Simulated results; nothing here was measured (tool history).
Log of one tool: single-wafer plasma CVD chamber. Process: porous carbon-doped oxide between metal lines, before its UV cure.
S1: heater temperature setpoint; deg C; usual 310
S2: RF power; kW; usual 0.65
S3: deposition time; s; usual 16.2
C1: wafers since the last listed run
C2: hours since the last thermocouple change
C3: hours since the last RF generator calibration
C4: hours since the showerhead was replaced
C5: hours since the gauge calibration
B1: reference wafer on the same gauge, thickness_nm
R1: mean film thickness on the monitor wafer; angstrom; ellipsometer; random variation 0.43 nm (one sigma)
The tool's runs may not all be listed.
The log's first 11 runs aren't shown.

run,hour,S1,S2,S3,C1,C2,C3,C4,C5,B1,R1
12,1364.1,310,0.65,16.2,2099,1295,1830.1,3759.2,1193.5,93.406,993.6
13,1466.9,310,0.65,16.2,2660,1397.8,1932.9,3862,1296.3,93.453,986.04
14,1557,310,0.65,16.2,2332,1487.9,2023,3952.1,1386.4,93.477,988.55
15,1601.8,310,0.615,16.2,1159,1532.7,2067.8,3996.9,1431.2,93.382,961.7
# hour 1699.5: showerhead replaced
16,1700,310,0.615,16.2,2334,1630.9,2166,0.5,1529.4,93.448,949.64
# hour 1716: RF generator calibrated
17,1790.3,306,0.755,17.6,2130,1721.2,74.3,90.8,1619.7,93.419,1171.55
18,1862.9,300,0.65,14.6,1879,1793.8,146.9,163.4,1692.3,93.398,923.63
19,1915.7,310,0.69,15.3,1366,1846.6,199.7,216.2,1745.1,93.463,958.58
20,1962.6,310,0.65,16.2,1213,1893.5,246.6,263.1,1792,93.405,982.19
21,2045.7,310,0.65,16.2,2150,1976.6,329.7,346.2,1875.1,93.305,969.99

The next listed run, before its measurement:
# hour 2071.1: gauge calibrated
# hour 2075.6: thermocouple changed; heater temperature recalibrated
22,2149.3,310,0.555,18.7,2474,73.7,433.3,449.8,78.2,?,?

B1: 93.388
R1: 1051.25 angstrom
Without the tool's hidden state the same run would have given R1 1049.44 angstrom.

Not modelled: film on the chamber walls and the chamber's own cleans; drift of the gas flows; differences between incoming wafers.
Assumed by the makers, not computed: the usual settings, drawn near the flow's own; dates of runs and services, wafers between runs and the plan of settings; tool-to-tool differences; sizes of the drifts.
